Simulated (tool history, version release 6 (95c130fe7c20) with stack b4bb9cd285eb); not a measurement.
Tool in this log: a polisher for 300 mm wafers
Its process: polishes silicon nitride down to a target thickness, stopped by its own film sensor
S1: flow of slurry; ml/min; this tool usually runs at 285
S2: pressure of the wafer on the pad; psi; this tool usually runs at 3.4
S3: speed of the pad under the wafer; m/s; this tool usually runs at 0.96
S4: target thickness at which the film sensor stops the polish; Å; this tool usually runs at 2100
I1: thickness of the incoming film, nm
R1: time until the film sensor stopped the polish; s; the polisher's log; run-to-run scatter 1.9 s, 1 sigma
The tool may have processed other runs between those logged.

run     day   S1   S2    S3    S4     I1     R1
  1       0  285  3.4  0.96  2100  395.9  107.6
      2.562  -- slurry nozzle cleaned
  2   2.908  285  3.4  0.96  2100  389.2  111.9
      4.142  -- worn pad replaced by a new one
  3   5.629  285  3.4  0.96  2100  388.2   98.3
  4   8.354  285  3.4  0.96  2100  387.6    102
  5  10.671  285  3.4  0.96  2100  394.8  109.4
     11.283  -- slurry nozzle cleaned
  6  12.938  285  3.4  0.96  2100  390.8  109.1
     14.362  -- worn pad replaced by a new one
  7  14.729  285  3.4  0.96  2100    388   98.9
  8  17.179  285  3.4  0.96  2100  390.6  100.8
  9  19.079  255  3.4  1.16  2100  392.1   94.1
 10  20.792  365  3.4  0.96  2100  392.3    106
     21.167  -- slurry nozzle cleaned
     23.988  -- worn pad replaced by a new one
 11   24.25  210  4.2  0.62  2100  385.7  107.4
 12  28.171  285  3.4  0.96  2100    393  102.3
     31.229  -- slurry nozzle cleaned
 13  32.117  195  2.2  0.82  2100  390.9    197
     32.612  -- head pressure recalibrated
     34.142  -- worn pad replaced by a new one
 14  36.104  285  3.4  1.28  2100  391.6   82.6
 15  39.317  345  2.6  0.96  2100  393.4  140.3
     40.029  -- slurry nozzle cleaned
     42.433  -- worn pad replaced by a new one
 16  43.304  350  3.4  0.66  2100  384.9    121

The next listed run, before its measurement:
 17  44.829  285  3.8  0.96  2520  387.8   ?

R1: 65.5 s
If the tool had no hidden condition, the same run with the same run-to-run variation would have returned R1 64.5 s.
